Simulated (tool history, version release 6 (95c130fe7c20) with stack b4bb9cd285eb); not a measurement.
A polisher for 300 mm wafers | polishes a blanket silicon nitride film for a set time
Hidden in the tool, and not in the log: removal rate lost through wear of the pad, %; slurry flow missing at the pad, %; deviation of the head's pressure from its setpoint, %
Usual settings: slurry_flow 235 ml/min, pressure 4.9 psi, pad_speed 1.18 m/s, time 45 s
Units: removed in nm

run,day,slurry_flow,pressure,pad_speed,time,wafers since the last listed run,wafers polished on this pad,hours since the slurry nozzle was cleaned,hours since the head pressure was calibrated,"incoming thickness of the incoming film, nm",removed
1,0,235,4.9,1.18,40,0,3592,526,561.2,460.4,91
2,3.075,235,4.9,1.18,40,570,4162,599.8,635,473.2,89
# day 3.838: worn pad replaced by a new one
3,6.738,235,4.4,1.18,45,648,537,687.7,722.9,472.7,99.4
4,9.933,235,4.4,1.18,45,592,1130,764.4,799.6,469.1,100.6
5,12.396,235,4.4,1.18,45,456,1587,823.5,858.7,464.3,97
# day 16.296: slurry nozzle cleaned
6,17.579,235,5.7,1.18,45,953,2540,30.8,983.1,477.7,117
7,20.117,235,4.9,1.18,45,470,3011,91.7,1044,472.3,102
8,22.638,235,4.9,1.18,45,467,3479,152.2,1104.5,470.1,105.2
9,25.342,235,4.9,1.18,45,501,3980,217.1,1169.4,473,102.3
# day 25.754: worn pad replaced by a new one
10,29.279,300,4,1.18,45,699,654,311.6,1263.9,475,94.1
# day 31.492: head pressure recalibrated
11,33.175,235,4.9,1.18,36,707,1361,405.1,40.4,464.7,83.7
12,36.088,235,4.9,1.18,36,540,1901,475,110.3,469.7,84.4
13,37.85,235,4.9,1.18,45,326,2228,517.3,152.6,469.4,104.3
14,42.017,235,4.9,1.18,45,772,3001,617.3,252.6,470.5,103.5
15,43.725,235,4.9,1.18,45,316,3318,658.3,293.6,472.8,102.4
16,46.933,235,4.9,1.18,45,595,3913,735.3,370.6,466.4,101.1
# day 48.762: worn pad replaced by a new one
17,50.038,235,4.9,0.94,45,544,236,809.8,445.1,476,90.5
# day 52.154: slurry nozzle cleaned
18,52.708,235,4.9,0.94,45,487,723,13.3,509.2,470.5,88.5
19,55.708,235,4.9,1.18,45,556,1280,85.3,581.2,474.4,103.7
20,57.825,235,4.4,1.18,45,392,1672,136.1,632,461.4,97.4
21,62.021,235,4.9,1.18,45,778,2451,236.8,732.7,472.3,102.9
22,63.812,235,4.9,1.18,45,332,2783,279.8,775.7,476.2,104
23,66.567,235,4.9,0.92,30,510,3294,345.9,841.8,462.1,56.5
24,69.317,235,3.8,1.18,45,510,3804,411.9,907.8,468.3,84.9
25,72.008,180,5.6,0.92,45,499,4303,476.5,972.4,463.7,90.2
26,74.042,235,4.9,1.18,45,377,4680,525.3,1021.2,465.8,99.8
# day 76.058: worn pad replaced by a new one
27,77.192,235,4.9,1.18,45,553,210,600.9,1096.8,468.9,109.3
28,80.933,235,3.9,1.18,45,693,904,690.7,1186.6,472.3,91
29,82.521,165,4.1,1.56,45,294,1198,728.8,1224.7,468.5,113.3
# day 85.783: head pressure recalibrated
# day 91.133: slurry nozzle cleaned
30,95.729,235,4.9,1.56,45,2426,3625,110.3,238.7,463.5,127
31,98.046,295,5.5,1.18,40,429,4055,165.9,294.3,471.4,101
# day 100.4: worn pad replaced by a new one
32,100.862,305,4.9,1.18,45,491,85,233.5,361.9,464.2,109.4
33,104.033,275,5.9,1.4,52,588,673,309.6,438,474.5,166.2
34,106.033,235,4.9,1.18,45,370,1044,357.6,486,477,106.2
35,110.038,180,3.9,0.8,54,742,1787,453.7,582.1,465.6,76.4
36,111.779,160,3.5,0.92,60,323,2110,495.5,623.9,465.2,85.6
37,113.675,235,4.9,1.18,45,351,2462,541,669.4,473.1,103.8
38,117.088,270,4.9,1.18,29,632,3095,622.9,751.3,463.4,67.6

How the hidden state differs across the entries between the runs, from the last listed run before each to the first after it:
Between runs 2 and 3: worn pad replaced by a new one (day 3.838)
  removal rate lost through wear of the pad, %: 7.09 -> 0.867
  measured less the result without the state, removed: -6.8 -> -0.9 nm
Between runs 5 and 6: slurry nozzle cleaned (day 16.296)
  removal rate lost through wear of the pad, %: 2.47 -> 3.95
  measured less the result without the state, removed: -2.4 -> -4.8 nm
Between runs 9 and 10: worn pad replaced by a new one (day 25.754)
  removal rate lost through wear of the pad, %: 6.15 -> 2.34
  measured less the result without the state, removed: -6.8 -> -2.3 nm
Between runs 10 and 11: head pressure recalibrated (day 31.492)
  removal rate lost through wear of the pad, %: 2.34 -> 3.45
  measured less the result without the state, removed: -2.3 -> -3 nm
Between runs 16 and 17: worn pad replaced by a new one (day 48.762)
  removal rate lost through wear of the pad, %: 7.36 -> 0.73
  measured less the result without the state, removed: -8.1 -> -0.6 nm
Between runs 17 and 18: slurry nozzle cleaned (day 52.154)
  removal rate lost through wear of the pad, %: 0.73 -> 1.49
  measured less the result without the state, removed: -0.6 -> -1.3 nm
Between runs 26 and 27: worn pad replaced by a new one (day 76.058)
  removal rate lost through wear of the pad, %: 7.55 -> 0.469
  measured less the result without the state, removed: -8.2 -> -0.5 nm
Between runs 29 and 30: head pressure recalibrated (day 85.783); slurry nozzle cleaned (day 91.133)
  removal rate lost through wear of the pad, %: 1.98 -> 5.74
  measured less the result without the state, removed: -2.3 -> -7.8 nm
Between runs 31 and 32: worn pad replaced by a new one (day 100.4)
  removal rate lost through wear of the pad, %: 6.39 -> 1.09
  measured less the result without the state, removed: -6.8 -> -1.3 nm
